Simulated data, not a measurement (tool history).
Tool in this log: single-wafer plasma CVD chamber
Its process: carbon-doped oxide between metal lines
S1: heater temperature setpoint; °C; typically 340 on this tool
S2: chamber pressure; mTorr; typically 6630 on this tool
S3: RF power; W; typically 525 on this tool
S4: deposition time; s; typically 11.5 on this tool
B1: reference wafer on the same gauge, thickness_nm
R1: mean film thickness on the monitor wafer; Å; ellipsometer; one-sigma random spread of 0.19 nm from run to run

run	hour	S1	S2	S3	S4	B1	R1
1	0	340	6630	525	11.5	62.878	606.4
2	15.5	340	6630	585	11.5	62.813	648.03
3	22.8	340	6630	570	11.5	62.787	638.6
4	33	340	6630	570	11.5	62.796	635.71
5	49	340	6010	525	11.5	62.801	596.5
6	63.2	340	6010	525	11.5	62.707	595.9
7	73.2	340	6010	525	11.5	62.808	595.04
8	85.8	340	7430	525	11.5	62.793	615.83
9	100.8	340	6630	525	11.5	62.836	605.56
10	111.3	340	6630	525	11.5	62.764	605.44
# hour 115.4: gauge calibrated
11	126.7	340	6630	525	11.5	62.791	604.56
12	137.5	340	6630	565	11.5	62.786	635.34
13	144.1	340	6630	565	11.5	62.8	634.22
14	157.6	340	6630	525	11.5	62.804	604.89
15	164.9	340	6630	560	11.5	62.814	628.62
16	176.5	340	6630	525	11.5	62.867	603.36
17	183	327	5500	525	10.5	62.843	557.5
18	200.8	334	6630	525	11.5	62.804	616.43
# hour 216: showerhead replaced
19	216.5	340	7660	525	11.5	62.829	612.6
# hour 245: thermocouple changed; heater temperature recalibrated
20	259.9	335	7170	585	12.5	62.79	718.48
# hour 278.6: RF generator calibrated
21	279.1	355	7140	435	10.3	62.766	492.26
22	285.4	340	5350	435	11.5	62.839	541.11
# hour 298.6: capacitance manometer re-zeroed and calibrated
23	298.9	340	6630	525	11.5	62.788	637.35
24	316.3	329	6630	435	11.5	62.77	578.94
25	332.1	340	5430	595	10.4	62.859	598.2
26	343.8	340	7760	525	11.5	62.765	644.88
27	354.4	332	6630	525	12.4	62.773	698.7
28	371.6	340	5930	450	11.5	62.86	562.78
29	384.9	340	6630	525	11.5	62.88	634.59

The tool's hidden state at each run:
wafer temperature above the value expected at the setpoint (K): 0 on each run
true pressure above the setpoint (%): 0 on each run
gauge reads high (%): 0 on each run
H1: delivered RF power above the setpoint (%)
run	H1
1	-7.74
2	-7.77
3	-7.79
4	-7.81
5	-7.84
6	-7.87
7	-7.89
8	-7.91
9	-7.94
10	-7.96
11	-7.99
12	-8.01
13	-8.02
14	-8.04
15	-8.05
16	-8.07
17	-8.08
18	-8.11
19	-8.13
20	-8.19
21	-0.021
22	-0.133
23	-0.367
24	-0.659
25	-0.915
26	-1.1
27	-1.26
28	-1.52
29	-1.71
